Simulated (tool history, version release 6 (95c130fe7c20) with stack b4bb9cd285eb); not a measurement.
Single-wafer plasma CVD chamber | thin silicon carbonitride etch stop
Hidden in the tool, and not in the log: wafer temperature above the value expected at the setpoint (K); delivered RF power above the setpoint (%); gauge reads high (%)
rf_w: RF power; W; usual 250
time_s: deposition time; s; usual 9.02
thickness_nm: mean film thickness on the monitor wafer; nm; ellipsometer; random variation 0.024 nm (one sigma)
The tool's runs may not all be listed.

run    hour  rf_w  time_s  wafers since the last listed run  hours since the last thermocouple change  hours since the last RF generator calibration  hours since the showerhead was replaced  hours since the gauge calibration  read-back reference wafer on the same gauge, thickness_nm  thickness_nm
  1     0.0   250    9.02                                 0                                    2119.5                                           70.6                                   7824.3                              547.0                                                      5.138         5.754
  2    50.7   250    9.02                              1937                                    2170.2                                          121.3                                   7875.0                              597.7                                                      5.134         5.775
  3   107.7   250    9.02                              2178                                    2227.2                                          178.3                                   7932.0                              654.7                                                      5.127         5.771
  4   148.4   250    9.02                              1555                                    2267.9                                          219.0                                   7972.7                              695.4                                                      5.137         5.750
  5   213.7   250    9.02                              2495                                    2333.2                                          284.3                                   8038.0                              760.7                                                      5.141         5.796
  6   248.3   250    9.02                              1322                                    2367.8                                          318.9                                   8072.6                              795.3                                                      5.141         5.720
  7   290.7   250    9.02                              1620                                    2410.2                                          361.3                                   8115.0                              837.7                                                      5.137         5.727
  8   338.4   250    9.02                              1823                                    2457.9                                          409.0                                   8162.7                              885.4                                                      5.134         5.732
  9   376.5   250    9.02                              1456                                    2496.0                                          447.1                                   8200.8                              923.5                                                      5.136         5.744
 10   431.6   250    9.02                              2106                                    2551.1                                          502.2                                   8255.9                              978.6                                                      5.144         5.703
 11   499.4   250    9.02                              2591                                    2618.9                                          570.0                                   8323.7                             1046.4                                                      5.148         5.734
 12   558.2   250    9.02                              2247                                    2677.7                                          628.8                                   8382.5                             1105.2                                                      5.153         5.737
 13   607.8   250    9.02                              1895                                    2727.3                                          678.4                                   8432.1                             1154.8                                                      5.134         5.758
 14   642.9   265    9.02                              1341                                    2762.4                                          713.5                                   8467.2                             1189.9                                                      5.139         5.828
 15   681.1   250    9.02                              1460                                    2800.6                                          751.7                                   8505.4                             1228.1                                                      5.137         5.741
      712.3  -- thermocouple changed; heater temperature recalibrated
 16   716.3   280    7.88                              1039                                       4.0                                          786.9                                   8540.6                             1263.3                                                      5.127         5.124
 17   775.9   200   10.05                              2278                                      63.6                                          846.5                                   8600.2                             1322.9                                                      5.139         6.005
      822.1  -- showerhead replaced
 18   822.6   200    9.02                              1479                                     110.3                                          893.2                                      0.5                             1369.6                                                      5.143         5.405
      855.5  -- gauge calibrated
 19   861.8   250   10.00                              1498                                     149.5                                          932.4                                     39.7                                6.3                                                      5.141         6.297
 20   914.5   250    9.02                              2014                                     202.2                                          985.1                                     92.4                               59.0                                                      5.135         5.654
 21   976.1   230    8.16                              2354                                     263.8                                         1046.7                                    154.0                              120.6                                                      5.135         5.026
      991.1  -- RF generator calibrated
 22  1047.4   230    7.34                              2419                                     335.1                                           56.3                                    225.3                              191.9                                                      5.137         4.548
 23  1104.8   270    7.62                              2193                                     392.5                                          113.7                                    282.7                              249.3                                                      5.127         4.918
 24  1135.5   250    9.02                              1173                                     423.2                                          144.4                                    313.4                              280.0                                                      5.141         5.721
 25  1162.2   250    9.02                              1020                                     449.9                                          171.1                                    340.1                              306.7                                                      5.143         5.783
 26  1220.1   235    9.91                              2213                                     507.8                                          229.0                                    398.0                              364.6                                                      5.144         6.241
 27  1291.4   250    7.34                              2725                                     579.1                                          300.3                                    469.3                              435.9                                                      5.144         4.702
 28  1337.6   250   10.00                              1765                                     625.3                                          346.5                                    515.5                              482.1                                                      5.135         6.361
 29  1407.8   285    7.36                              2683                                     695.5                                          416.7                                    585.7                              552.3                                                      5.135         4.839
 30  1447.5   250    9.02                              1517                                     735.2                                          456.4                                    625.4                              592.0                                                      5.138         5.706
 31  1510.4   280    9.02                              2404                                     798.1                                          519.3                                    688.3                              654.9                                                      5.130         5.881
 32  1574.7   235    7.75                              2457                                     862.4                                          583.6                                    752.6                              719.2                                                      5.144         4.843
 33  1644.1   275    7.61                              2652                                     931.8                                          653.0                                    822.0                              788.6                                                      5.139         4.906
 34  1700.6   250    9.02                              2159                                     988.3                                          709.5                                    878.5                              845.1                                                      5.153         5.692

Hidden state at the last listed run before each entry between runs and at the first one after, where it differs:
Between runs 15 and 16: thermocouple changed; heater temperature recalibrated (hour 712.3)
  delivered RF power above the setpoint (%): -3.86 -> -4.23
  measured less the result without the state, thickness_nm: -0.057 -> -0.056 nm
Between runs 17 and 18: showerhead replaced (hour 822.1)
  delivered RF power above the setpoint (%): -4.88 -> -5.43
  measured less the result without the state, thickness_nm: -0.076 -> -0.076 nm
Between runs 18 and 19: gauge calibrated (hour 855.5)
  delivered RF power above the setpoint (%): -5.43 -> -5.92
  measured less the result without the state, thickness_nm: -0.076 -> -0.098 nm
Between runs 21 and 22: RF generator calibrated (hour 991.1)
  delivered RF power above the setpoint (%): -7.44 -> -1.44
  measured less the result without the state, thickness_nm: -0.098 -> -0.017 nm

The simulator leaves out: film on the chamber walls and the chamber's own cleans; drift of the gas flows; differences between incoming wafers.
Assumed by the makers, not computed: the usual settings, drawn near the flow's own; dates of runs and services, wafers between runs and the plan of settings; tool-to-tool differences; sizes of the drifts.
